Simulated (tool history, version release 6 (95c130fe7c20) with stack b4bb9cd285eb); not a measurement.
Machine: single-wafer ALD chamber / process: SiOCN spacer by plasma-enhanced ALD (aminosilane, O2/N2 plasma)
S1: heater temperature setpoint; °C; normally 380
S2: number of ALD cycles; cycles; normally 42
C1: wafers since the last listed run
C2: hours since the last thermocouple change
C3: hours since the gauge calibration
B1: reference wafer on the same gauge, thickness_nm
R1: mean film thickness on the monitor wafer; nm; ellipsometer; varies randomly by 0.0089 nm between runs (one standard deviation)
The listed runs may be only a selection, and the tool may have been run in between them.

Run 1, day 0: usual settings; C1 0; C2 789.4; C3 958.7; B1 2.201. Result: R1 2.339 nm.
Run 2, day 3.1: usual settings; C1 399; C2 863.8; C3 1033.1; B1 2.203. Result: R1 2.332 nm.
Run 3, day 5.633: usual settings; C1 326; C2 924.6; C3 1093.9; B1 2.204. Result: R1 2.337 nm.
Run 4, day 7.142: usual settings but S1 368 °C; C1 194; C2 960.8; C3 1130.1; B1 2.209. Result: R1 2.346 nm.
Run 5, day 8.967: usual settings but S2 44 cycles; C1 235; C2 1004.6; C3 1173.9; B1 2.212. Result: R1 2.458 nm.
Run 6, day 12.5: usual settings; C1 455; C2 1089.4; C3 1258.7; B1 2.214. Result: R1 2.359 nm.
Run 7, day 16.996: usual settings; C1 579; C2 1197.3; C3 1366.6; B1 2.221. Result: R1 2.343 nm.
Run 8, day 20.55: usual settings; C1 458; C2 1282.6; C3 1451.9; B1 2.225. Result: R1 2.369 nm.
Run 9, day 24.388: usual settings; C1 494; C2 1374.7; C3 1544; B1 2.226. Result: R1 2.352 nm.
At day 26.075: gauge calibrated.
Run 10, day 28.529: usual settings but S2 47 cycles; C1 534; C2 1474.1; C3 58.9; B1 2.155. Result: R1 2.562 nm.
Run 11, day 31.6: usual settings; C1 396; C2 1547.8; C3 132.6; B1 2.158. Result: R1 2.285 nm.
At day 39.512: thermocouple changed; heater temperature recalibrated.
Run 12, day 45.017: usual settings but S2 50 cycles; C1 1687; C2 132.1; C3 454.6; B1 2.174. Result: R1 2.759 nm.
Run 13, day 56.746: usual settings but S1 386 °C; C1 1512; C2 413.6; C3 736.1; B1 2.19. Result: R1 2.318 nm.
Run 14, day 59.017: usual settings but S1 390 °C; C1 292; C2 468.1; C3 790.6; B1 2.193. Result: R1 2.33 nm.
Run 15, day 62.45: usual settings but S1 366 °C, S2 36 cycles; C1 442; C2 550.5; C3 873; B1 2.197. Result: R1 2.007 nm.
Run 16, day 66.225: usual settings but S1 368 °C, S2 46 cycles; C1 486; C2 641.1; C3 963.6; B1 2.201. Result: R1 2.551 nm.
Run 17, day 68.292: usual settings but S1 371 °C, S2 45 cycles; C1 266; C2 690.7; C3 1013.2; B1 2.204. Result: R1 2.496 nm.
Run 18, day 71.675: usual settings but S1 391 °C, S2 34 cycles; C1 436; C2 771.9; C3 1094.4; B1 2.208. Result: R1 1.908 nm.

Predict each of these 5 candidate next runs independently; none follows another, all start after run 18:
Run A, day 71.696: usual settings; C1 2; C2 772.4; C3 1094.9; B1 ?. Result: R1 ?.
Run B, day 71.696: usual settings but S1 367 °C, S2 37 cycles; C1 2; C2 772.4; C3 1094.9; B1 ?. Result: R1 ?.
Run C, day 71.696: usual settings but S1 371 °C; C1 2; C2 772.4; C3 1094.9; B1 ?. Result: R1 ?.
Run D, day 71.696: usual settings but S1 387 °C; C1 2; C2 772.4; C3 1094.9; B1 ?. Result: R1 ?.
Run E, day 71.696: usual settings but S1 393 °C, S2 34 cycles; C1 2; C2 772.4; C3 1094.9; B1 ?. Result: R1 ?.

run     B1     R1
  A  2.206  2.343
  B  2.206  2.064
  C  2.206  2.343
  D  2.206  2.343
  E  2.206  1.897
Had the tool no hidden state, the same runs would have come out as:
run     R1
  A  2.283
  B  2.011
  C  2.283
  D  2.283
  E  1.848
